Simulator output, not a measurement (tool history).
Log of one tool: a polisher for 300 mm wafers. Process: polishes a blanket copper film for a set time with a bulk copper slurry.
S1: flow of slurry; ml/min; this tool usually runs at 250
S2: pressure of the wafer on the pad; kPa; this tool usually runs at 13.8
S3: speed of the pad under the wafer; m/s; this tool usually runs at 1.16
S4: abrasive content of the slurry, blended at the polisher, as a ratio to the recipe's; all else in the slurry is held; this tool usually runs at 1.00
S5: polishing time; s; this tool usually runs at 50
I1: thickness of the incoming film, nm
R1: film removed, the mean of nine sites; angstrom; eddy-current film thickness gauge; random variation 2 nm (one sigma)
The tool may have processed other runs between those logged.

run    hour   S1    S2    S3    S4  S5      I1    R1
  1     0.0  250  13.8  1.16  1.00  50  4215.8  3488
        3.0  -- slurry blender recalibrated
        5.9  -- head pressure recalibrated
  2    57.2  250  13.8  1.16  1.00  50  4215.3  3349
  3   121.8  250  13.8  1.16  1.00  50  4233.6  3383
  4   195.9  250  13.8  1.16  1.00  50  4228.1  3364
  5   277.3  250  13.8  1.16  1.00  50  4197.9  3392
  6   372.4  250  13.8  1.38  1.00  38  4294.8  3086
  7   472.5  250  13.8  1.38  1.00  38  4182.0  3065
      563.9  -- worn pad replaced by a new one
  8   571.8  175  13.8  1.16  1.00  50  4253.7  3274
  9   624.8  250  13.8  1.16  1.00  50  4137.6  3394
 10   667.0  250   9.0  1.16  1.00  50  4118.8  2227
      742.8  -- slurry blender recalibrated
 11   751.1  250  15.9  1.46  1.15  50  4251.0  5180
      809.1  -- slurry nozzle cleaned
 12   871.6  250  13.8  0.78  1.15  50  4277.2  2395
      884.8  -- head pressure recalibrated
 13   914.3  250  13.8  1.16  1.00  50  4306.4  3349
 14   967.1  285   9.0  1.36  1.15  50  4215.0  2704
 15  1026.2  250  13.8  1.16  1.00  50  4274.7  3411
 16  1080.1  250  11.7  1.16  0.85  50  4254.9  2789
 17  1161.6  250  15.9  1.46  1.15  50  4257.1  5047
     1206.8  -- worn pad replaced by a new one
 18  1267.3  225  17.2  1.16  1.10  50  4260.4  4291
 19  1340.7  250  13.8  1.16  1.00  50  4219.3  3438
 20  1394.8  250  13.8  1.16  1.00  50  4193.7  3422
     1401.0  -- slurry blender recalibrated
 21  1487.5  250  13.8  1.16  1.00  62  4203.3  4236
 22  1595.3  315  17.9  1.16  1.00  41  4234.1  3802
 23  1652.5  250  13.8  1.16  1.30  50  4215.5  3693
 24  1688.6  250   9.0  1.40  1.00  44  4222.8  2421
     1692.8  -- slurry nozzle cleaned
 25  1725.6  250  15.9  0.96  1.00  60  4170.1  3982
     1777.6  -- head pressure recalibrated
 26  1802.2  250  13.8  1.16  1.00  50  4170.8  3367
 27  1866.5  285   9.0  1.36  1.15  50  4217.8  2696
     1915.9  -- worn pad replaced by a new one
 28  1971.5  290  15.2  1.50  0.90  50  4259.5  4843
     1974.8  -- slurry blender recalibrated
 29  2079.1  250  13.8  1.16  1.00  50  4254.1  3432

Estimate the outcome of run 30 from the log above:
 30  2138.7  195  13.8  1.16  1.00  50  4197.9   ?

Run 30 produced R1 3330 angstrom.
On a tool with no hidden condition, and with the same random variation, this run would have come out at R1 3274 angstrom.
